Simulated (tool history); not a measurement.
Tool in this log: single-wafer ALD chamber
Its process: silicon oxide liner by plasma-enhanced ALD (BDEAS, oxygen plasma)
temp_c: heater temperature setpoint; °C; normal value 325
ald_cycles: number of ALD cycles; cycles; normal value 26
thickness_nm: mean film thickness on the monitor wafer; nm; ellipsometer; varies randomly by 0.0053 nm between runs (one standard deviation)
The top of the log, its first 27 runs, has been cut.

| run | hour | temp_c | ald_cycles | wafers since the last listed run | hours since the last thermocouple change | hours since the gauge calibration | read-back reference wafer on the same gauge, thickness_nm | thickness_nm |
|---|---|---|---|---|---|---|---|---|
|  | 1394.8 | gauge calibrated |
| 28 | 1458.7 | 325 | 26 | 553 | 397.7 | 63.9 | 1.730 | 2.111 |
| 29 | 1483.1 | 325 | 28 | 207 | 422.1 | 88.3 | 1.730 | 2.260 |
| 30 | 1511.0 | 325 | 26 | 237 | 450.0 | 116.2 | 1.729 | 2.117 |
| 31 | 1537.2 | 314 | 24 | 223 | 476.2 | 142.4 | 1.729 | 1.982 |
| 32 | 1562.3 | 317 | 28 | 213 | 501.3 | 167.5 | 1.730 | 2.284 |
| 33 | 1603.0 | 325 | 22 | 346 | 542.0 | 208.2 | 1.729 | 1.784 |
| 34 | 1666.8 | 320 | 31 | 543 | 605.8 | 272.0 | 1.732 | 2.539 |
| 35 | 1719.9 | 321 | 23 | 451 | 658.9 | 325.1 | 1.732 | 1.875 |
| 36 | 1779.5 | 325 | 26 | 507 | 718.5 | 384.7 | 1.732 | 2.101 |
| 37 | 1824.9 | 325 | 26 | 386 | 763.9 | 430.1 | 1.732 | 2.106 |
| 38 | 1881.2 | 330 | 26 | 479 | 820.2 | 486.4 | 1.731 | 2.098 |
| 39 | 1923.6 | 330 | 23 | 360 | 862.6 | 528.8 | 1.733 | 1.848 |
| 40 | 1974.3 | 314 | 30 | 431 | 913.3 | 579.5 | 1.735 | 2.484 |
| 41 | 2012.7 | 325 | 26 | 326 | 951.7 | 617.9 | 1.735 | 2.117 |

Here are 5 independent what-if runs from the current tool condition. What would each one return?
| A | 2013.1 | 336 | 26 | 3 | 952.1 | 618.3 | ? | ? |
| B | 2013.1 | 334 | 29 | 3 | 952.1 | 618.3 | ? | ? |
| C | 2013.1 | 325 | 30 | 3 | 952.1 | 618.3 | ? | ? |
| D | 2013.1 | 338 | 23 | 3 | 952.1 | 618.3 | ? | ? |
| E | 2013.1 | 315 | 26 | 3 | 952.1 | 618.3 | ? | ? |

| run | read-back reference wafer on the same gauge, thickness_nm | thickness_nm |
|---|---|---|
| A | 1.735 | 2.080 |
| B | 1.735 | 2.327 |
| C | 1.735 | 2.437 |
| D | 1.735 | 1.835 |
| E | 1.735 | 2.141 |
With the hidden condition removed and each run's random variation left untouched, the same runs would have given:
| run | thickness_nm |
|---|---|
| A | 2.074 |
| B | 2.320 |
| C | 2.430 |
| D | 1.830 |
| E | 2.135 |
